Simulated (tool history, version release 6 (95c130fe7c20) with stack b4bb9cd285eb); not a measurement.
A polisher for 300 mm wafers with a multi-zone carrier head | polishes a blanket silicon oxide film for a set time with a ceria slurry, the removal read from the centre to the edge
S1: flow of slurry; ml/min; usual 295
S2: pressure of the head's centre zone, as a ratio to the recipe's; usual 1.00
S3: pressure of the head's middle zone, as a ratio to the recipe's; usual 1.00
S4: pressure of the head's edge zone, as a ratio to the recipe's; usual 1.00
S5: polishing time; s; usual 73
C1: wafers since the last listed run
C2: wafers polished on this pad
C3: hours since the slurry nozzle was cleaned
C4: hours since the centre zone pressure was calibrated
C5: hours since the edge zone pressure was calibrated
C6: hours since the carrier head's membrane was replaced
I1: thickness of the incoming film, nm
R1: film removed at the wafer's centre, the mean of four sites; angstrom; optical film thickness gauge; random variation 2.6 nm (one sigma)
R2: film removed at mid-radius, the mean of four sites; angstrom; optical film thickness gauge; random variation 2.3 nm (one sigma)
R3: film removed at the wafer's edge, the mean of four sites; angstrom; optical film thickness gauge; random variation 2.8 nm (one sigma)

run    hour   S1    S2    S3    S4  S5    C1    C2     C3      C4     C5      C6      I1    R1    R2    R3
  1     0.0  295  1.00  1.09  1.00  73     0   997  135.1   684.6  607.1  1032.4  1001.1  1967  2089  1951
  2    56.7  295  1.00  1.09  1.00  73   619  1617  191.8   741.3  663.8  1089.1   998.3  1919  2090  1969
  3   106.0  295  1.00  1.00  0.93  73   538  2155  241.1   790.6  713.1  1138.4  1009.2  1831  1873  1823
      133.8  -- worn pad replaced by a new one
  4   145.9  295  1.00  1.00  1.00  64   391   131  281.0   830.5  753.0  1178.3  1010.3  1605  1654  1674
  5   204.1  295  1.00  1.00  1.00  64   635   767  339.2   888.7  811.2  1236.5  1009.4  1639  1600  1709
  6   229.2  295  1.00  1.06  1.00  73   274  1041  364.3   913.8  836.3  1261.6   989.0  1846  1983  1899
  7   259.8  295  1.00  1.06  1.00  73   334  1375  394.9   944.4  866.9  1292.2  1015.3  1862  1968  1904
      272.4  -- edge zone pressure recalibrated
  8   288.4  295  1.00  1.00  0.95  73   290  1665  423.5   973.0   16.0  1320.8  1006.2  1844  1822  1914
  9   358.5  295  1.00  1.00  0.95  73   765  2431  493.6  1043.1   86.1  1390.9  1021.6  1856  1867  1800
      401.5  -- worn pad replaced by a new one
      420.2  -- slurry nozzle cleaned
 10   426.5  295  1.00  1.00  0.95  73   687   262    6.3  1111.1  154.1  1458.9  1018.3  1997  1960  1972
 11   475.4  355  1.00  1.00  1.00  61   533   796   55.2  1160.0  203.0  1507.8  1016.1  1704  1667  1689
 12   525.9  255  1.00  0.97  1.05  73   551  1347  105.7  1210.5  253.5  1558.3  1004.2  1900  1783  1956
 13   591.4  295  1.00  1.00  1.00  73   715  2062  171.2  1276.0  319.0  1623.8  1018.1  1933  1863  1964
 14   662.8  295  1.00  1.00  1.00  73   779  2842  242.6  1347.4  390.4  1695.2  1023.3  1840  1891  1919
      682.0  -- worn pad replaced by a new one
 15   726.2  295  1.00  1.00  1.00  52   648   482  306.0  1410.8  453.8  1758.6  1000.4  1316  1320  1341
      754.5  -- centre zone pressure recalibrated
 16   764.6  295  1.00  1.00  1.00  73   397   880  344.4    10.1  492.2  1797.0  1024.3  1817  1810  1902
      801.0  -- carrier head's membrane replaced by a new one
 17   802.6  360  0.91  1.06  0.92  73   360  1240  382.4    48.1  530.2     1.6  1007.6  1737  1965  1874
 18   844.4  295  0.93  1.10  1.00  81   456  1696  424.2    89.9  572.0    43.4  1026.5  1895  2216  2151
 19   916.4  295  1.00  1.04  0.90  90   786  2482  496.2   161.9  644.0   115.4  1003.2  2279  2242  2241
      936.5  -- worn pad replaced by a new one
 20   976.9  360  0.91  1.06  0.92  73   616   441  556.7   222.4  704.5   175.9  1009.1  1686  1936  1856
      993.3  -- slurry nozzle cleaned
 21  1092.4  295  1.00  0.96  0.92  73  1250  1691   99.1   337.9  820.0   291.4  1003.9  1934  1897  1958
 22  1126.9  295  1.00  1.00  1.10  73   376  2068  133.6   372.4  854.5   325.9  1013.1  1954  1902  2008
     1145.3  -- edge zone pressure recalibrated
 23  1158.7  295  1.00  1.00  0.96  73   325  2393  165.4   404.2   13.4   357.7  1014.1  1949  1892  1923

Hidden state at the last listed run before each entry between runs and at the first one after, where it differs:
Between runs 3 and 4: worn pad replaced by a new one (hour 133.8)
  slurry flow missing at the pad, %: 32.4 -> 34.7
  measured less the result without the state, R1: -115 -> -112 angstrom; R2: -105 -> -104 angstrom; R3: -76 -> -77 angstrom
Between runs 7 and 8: edge zone pressure recalibrated (hour 272.4)
  slurry flow missing at the pad, %: 39.2 -> 40
  measured less the result without the state, R1: -161 -> -166 angstrom; R2: -152 -> -146 angstrom; R3: -109 -> -113 angstrom
Between runs 9 and 10: worn pad replaced by a new one (hour 401.5); slurry nozzle cleaned (hour 420.2)
  slurry flow missing at the pad, %: 41.6 -> 8.88
  measured less the result without the state, R1: -179 -> -24 angstrom; R2: -160 -> -21 angstrom; R3: -114 -> -16 angstrom
Between runs 14 and 15: worn pad replaced by a new one (hour 682.0)
  slurry flow missing at the pad, %: 36.8 -> 40.2
  measured less the result without the state, R1: -142 -> -119 angstrom; R2: -130 -> -106 angstrom; R3: -98 -> -80 angstrom
Between runs 15 and 16: centre zone pressure recalibrated (hour 754.5)
  slurry flow missing at the pad, %: 40.2 -> 41.8
  measured less the result without the state, R1: -119 -> -178 angstrom; R2: -106 -> -158 angstrom; R3: -80 -> -122 angstrom
Between runs 16 and 17: carrier head's membrane replaced by a new one (hour 801.0)
  slurry flow missing at the pad, %: 41.8 -> 43.2
  measured less the result without the state, R1: -178 -> -145 angstrom; R2: -158 -> -146 angstrom; R3: -122 -> -104 angstrom
Between runs 19 and 20: worn pad replaced by a new one (hour 936.5)
  slurry flow missing at the pad, %: 45.9 -> 46.9
  measured less the result without the state, R1: -270 -> -167 angstrom; R2: -236 -> -170 angstrom; R3: -172 -> -122 angstrom
Between runs 20 and 21: slurry nozzle cleaned (hour 993.3)
  slurry flow missing at the pad, %: 46.9 -> 18.2
  measured less the result without the state, R1: -167 -> -54 angstrom; R2: -170 -> -47 angstrom; R3: -122 -> -37 angstrom
Between runs 22 and 23: edge zone pressure recalibrated (hour 1145.3)
  slurry flow missing at the pad, %: 22.2 -> 25.4
  measured less the result without the state, R1: -71 -> -84 angstrom; R2: -62 -> -73 angstrom; R3: -49 -> -56 angstrom
